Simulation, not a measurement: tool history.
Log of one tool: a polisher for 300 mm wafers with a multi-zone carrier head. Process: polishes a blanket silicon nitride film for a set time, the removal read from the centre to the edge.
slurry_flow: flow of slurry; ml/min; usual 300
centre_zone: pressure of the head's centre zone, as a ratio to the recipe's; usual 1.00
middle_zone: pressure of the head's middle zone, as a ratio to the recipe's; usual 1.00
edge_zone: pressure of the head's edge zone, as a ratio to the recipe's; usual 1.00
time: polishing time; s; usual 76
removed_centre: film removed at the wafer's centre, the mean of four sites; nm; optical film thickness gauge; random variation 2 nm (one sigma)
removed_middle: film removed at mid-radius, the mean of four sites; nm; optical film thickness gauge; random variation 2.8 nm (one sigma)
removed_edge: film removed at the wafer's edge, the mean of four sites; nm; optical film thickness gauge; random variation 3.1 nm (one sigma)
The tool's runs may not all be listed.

run,hour,slurry_flow,centre_zone,middle_zone,edge_zone,time,"incoming thickness of the incoming film, nm",removed_centre,removed_middle,removed_edge
1,0.0,300,1.00,1.00,1.09,76,572.2,264.0,242.8,250.2
2,17.3,230,1.00,1.08,1.04,87,567.8,295.6,288.0,280.8
# hour 20.5: centre zone pressure recalibrated, repeated, since the last time left the tool worse
# hour 21.5: edge zone pressure recalibrated
# hour 23.6: carrier head's membrane replaced by a new one
3,31.0,300,1.07,0.92,1.04,76,568.9,248.4,225.5,242.2
4,37.9,345,1.00,0.94,1.00,76,574.5,239.1,234.3,238.4
5,44.4,300,1.00,1.00,1.05,98,576.9,306.0,308.9,322.3
6,51.2,300,1.00,1.00,1.00,84,571.1,261.6,260.8,267.2
# hour 70.3: worn pad replaced by a new one
7,70.8,300,1.00,1.05,1.06,76,567.6,238.7,250.0,237.9
8,75.5,300,1.00,0.91,1.00,53,562.9,164.9,157.3,168.4
9,86.0,240,1.00,1.00,0.92,76,573.9,237.8,236.1,225.6
10,93.1,300,1.00,1.00,0.90,91,576.3,284.5,286.7,271.1
11,108.5,225,0.97,0.93,1.00,67,573.4,197.6,192.8,210.9
12,120.6,380,1.00,1.00,1.00,76,573.8,239.0,239.6,240.5
13,128.7,300,1.00,1.00,1.00,76,574.4,237.5,237.3,236.2
14,141.2,300,1.00,1.00,1.00,76,570.3,240.3,236.3,241.4
15,154.4,300,1.00,1.00,1.00,76,565.1,236.5,236.6,235.6
16,161.9,300,1.00,1.00,1.00,76,574.8,234.3,243.6,240.2
17,169.6,300,1.00,1.11,1.00,67,577.6,206.6,233.2,208.5
# hour 175.2: worn pad replaced by a new one
18,181.5,405,0.89,1.00,1.11,89,575.2,262.6,288.4,298.1
19,188.2,205,1.08,1.00,1.00,76,571.8,250.0,230.7,235.6
20,204.7,300,1.00,1.00,1.00,76,579.2,242.2,240.9,238.6
21,216.6,300,1.00,1.00,1.00,76,561.8,240.3,240.8,238.9

What the log doesn't show, run by run:
removal rate lost through wear of the pad, %: 0 in every run
slurry flow missing at the pad, %: 0 in every run
deviation of the edge zone's pressure from its setpoint, %: 0 in every run
H1: deviation of the centre zone's pressure from its setpoint, %
run,H1
1,15.6
2,15.5
3,1.22
4,1.22
5,1.21
6,1.21
7,1.2
8,1.19
9,1.18
10,1.17
11,1.15
12,1.13
13,1.11
14,1.09
15,1.06
16,1.04
17,1.02
18,0.985
19,0.965
20,0.913
21,0.872
